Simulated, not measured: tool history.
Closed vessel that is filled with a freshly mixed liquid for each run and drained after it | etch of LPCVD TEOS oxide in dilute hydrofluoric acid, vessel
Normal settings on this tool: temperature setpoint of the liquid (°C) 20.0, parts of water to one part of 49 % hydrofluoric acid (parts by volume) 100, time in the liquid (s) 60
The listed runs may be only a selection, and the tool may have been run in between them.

run	hour	temperature setpoint of the liquid (°C)	parts of water to one part of 49 % hydrofluoric acid (parts by volume)	time in the liquid (s)	read-back film thickness of the LPCVD TEOS oxide reference wafer, read on the same gauge (nm)	thickness taken off the LPCVD TEOS oxide on a monitor wafer (Å)
1	0.0	20.0	100	60	79.99	222.2
2	17.8	20.0	100	90	80.00	321.9
3	74.7	20.0	100	90	79.96	325.8
4	110.5	23.5	100	60	80.02	254.1
5	124.5	23.5	100	60	79.97	252.9
# hour 154.6: gauge calibrated
6	154.8	23.5	100	60	79.97	254.4
7	170.4	20.0	100	60	79.97	217.7
8	192.8	20.0	100	60	79.97	222.0
9	224.5	20.0	70	60	80.02	322.6
10	250.2	20.0	100	80	80.00	289.3
# hour 271.4: thermometer replaced
11	327.2	20.0	100	60	80.01	234.7
12	344.0	17.0	150	80	80.01	172.8
13	373.1	20.0	130	75	80.00	215.1
# hour 393.8: hydrofluoric acid flow meter replaced
14	401.2	24.0	100	60	79.98	275.9
15	420.3	20.0	150	60	79.99	147.4
16	442.5	20.0	145	60	80.00	150.8
17	458.5	20.0	100	60	79.98	229.4
18	474.6	20.0	100	60	79.99	231.0
19	495.6	25.0	100	70	79.98	332.4
20	520.3	17.5	140	60	80.03	144.2
21	538.9	23.5	85	40	79.99	215.7
22	555.4	20.0	100	60	79.99	230.8
23	570.9	18.0	100	90	80.01	319.9
24	594.6	18.5	100	60	80.00	214.6
25	617.9	20.0	100	60	79.96	229.0
26	641.9	20.0	100	60	80.05	230.8
27	675.9	24.5	125	45	79.99	161.2
28	690.4	21.5	55	60	79.99	470.5
29	703.5	17.0	60	75	80.00	438.3
30	718.4	23.5	100	60	80.01	262.3
# hour 730.8: gauge calibrated
31	731.2	20.0	60	70	79.97	470.5
32	764.2	20.0	100	30	80.01	116.2
33	866.7	21.5	100	60	80.00	240.7
34	882.0	20.0	100	60	80.00	230.7

Consider 3 possible next runs. They are alternatives, not a sequence: every one starts from the tool as it was left by run 34. What does each give?
A	882.7	20.0	60	60	?	?
B	882.7	20.0	140	60	?	?
C	882.7	20.0	120	60	?	?

run	read-back film thickness of the LPCVD TEOS oxide reference wafer, read on the same gauge (nm)	thickness taken off the LPCVD TEOS oxide on a monitor wafer (Å)
A	80.00	395.5
B	80.00	155.2
C	80.00	184.9
Had the tool no hidden state, the same runs would have come out as:
run	thickness taken off the LPCVD TEOS oxide on a monitor wafer (Å)
A	404.3
B	158.4
C	188.9

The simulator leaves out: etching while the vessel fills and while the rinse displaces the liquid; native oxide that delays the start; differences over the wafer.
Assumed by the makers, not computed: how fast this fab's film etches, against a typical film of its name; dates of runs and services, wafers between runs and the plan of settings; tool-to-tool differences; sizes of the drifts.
